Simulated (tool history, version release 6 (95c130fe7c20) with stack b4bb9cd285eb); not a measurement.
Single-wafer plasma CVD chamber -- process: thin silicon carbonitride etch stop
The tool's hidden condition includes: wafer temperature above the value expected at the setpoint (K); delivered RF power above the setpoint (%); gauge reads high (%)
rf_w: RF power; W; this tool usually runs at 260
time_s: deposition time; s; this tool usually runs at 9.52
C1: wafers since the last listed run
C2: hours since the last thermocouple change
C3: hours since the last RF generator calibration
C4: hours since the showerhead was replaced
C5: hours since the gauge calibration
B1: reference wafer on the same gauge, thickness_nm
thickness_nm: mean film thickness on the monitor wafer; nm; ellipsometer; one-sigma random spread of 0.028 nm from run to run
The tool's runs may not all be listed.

run 1 day=0.000 | rf_w=260 time_s=9.52 | C1=0 C2=2308.5 C3=1334.5 C4=5369.7 C5=228.0 | B1=6.610 | thickness_nm=5.841
run 2 day=0.767 | rf_w=260 time_s=9.52 | C1=392 C2=2326.9 C3=1352.9 C4=5388.1 C5=246.4 | B1=6.614 | thickness_nm=5.842
run 3 day=1.612 | rf_w=260 time_s=9.52 | C1=433 C2=2347.2 C3=1373.2 C4=5408.4 C5=266.7 | B1=6.616 | thickness_nm=5.853
run 4 day=2.217 | rf_w=260 time_s=10.47 | C1=309 C2=2361.7 C3=1387.7 C4=5422.9 C5=281.2 | B1=6.616 | thickness_nm=6.419
-- day=5.517 RF generator calibrated
run 5 day=6.162 | rf_w=260 time_s=10.47 | C1=1850 C2=2456.4 C3=15.5 C4=5517.6 C5=375.9 | B1=6.607 | thickness_nm=6.430
run 6 day=7.458 | rf_w=260 time_s=9.52 | C1=663 C2=2487.5 C3=46.6 C4=5548.7 C5=407.0 | B1=6.615 | thickness_nm=5.885
-- day=7.983 gauge calibrated
run 7 day=8.604 | rf_w=260 time_s=9.52 | C1=586 C2=2515.0 C3=74.1 C4=5576.2 C5=14.9 | B1=6.605 | thickness_nm=5.874
-- day=8.938 showerhead replaced
-- day=9.196 thermocouple changed; heater temperature recalibrated
run 8 day=10.096 | rf_w=260 time_s=11.13 | C1=461 C2=21.6 C3=109.9 C4=27.8 C5=50.7 | B1=6.611 | thickness_nm=6.808
run 9 day=11.017 | rf_w=260 time_s=9.52 | C1=471 C2=43.7 C3=132.0 C4=49.9 C5=72.8 | B1=6.605 | thickness_nm=5.831
run 10 day=11.758 | rf_w=235 time_s=10.40 | C1=379 C2=61.5 C3=149.8 C4=67.7 C5=90.6 | B1=6.610 | thickness_nm=6.194
run 11 day=13.088 | rf_w=220 time_s=9.52 | C1=680 C2=93.4 C3=181.7 C4=99.6 C5=122.5 | B1=6.601 | thickness_nm=5.617
run 12 day=13.954 | rf_w=285 time_s=7.82 | C1=443 C2=114.2 C3=202.5 C4=120.4 C5=143.3 | B1=6.609 | thickness_nm=4.862
run 13 day=14.467 | rf_w=260 time_s=9.52 | C1=262 C2=126.5 C3=214.8 C4=132.7 C5=155.6 | B1=6.615 | thickness_nm=5.777
run 14 day=14.971 | rf_w=215 time_s=9.52 | C1=258 C2=138.6 C3=226.9 C4=144.8 C5=167.7 | B1=6.603 | thickness_nm=5.621
run 15 day=15.796 | rf_w=305 time_s=9.52 | C1=422 C2=158.4 C3=246.7 C4=164.6 C5=187.5 | B1=6.609 | thickness_nm=6.037

Forecast each of these 4 alternatives for the next run:
run A day=15.812 | rf_w=260 time_s=9.52 | C1=8 C2=158.8 C3=247.1 C4=165.0 C5=187.9 | B1=? | thickness_nm=?
run B day=15.812 | rf_w=260 time_s=10.01 | C1=8 C2=158.8 C3=247.1 C4=165.0 C5=187.9 | B1=? | thickness_nm=?
run C day=15.812 | rf_w=235 time_s=10.87 | C1=8 C2=158.8 C3=247.1 C4=165.0 C5=187.9 | B1=? | thickness_nm=?
run D day=15.812 | rf_w=210 time_s=8.91 | C1=8 C2=158.8 C3=247.1 C4=165.0 C5=187.9 | B1=? | thickness_nm=?

run=A B1=6.607 thickness_nm=5.816
run=B B1=6.607 thickness_nm=6.115
run=C B1=6.607 thickness_nm=6.503
run=D B1=6.607 thickness_nm=5.212
Without the tool's hidden state the same runs would have given:
run=A thickness_nm=5.816
run=B thickness_nm=6.115
run=C thickness_nm=6.503
run=D thickness_nm=5.212
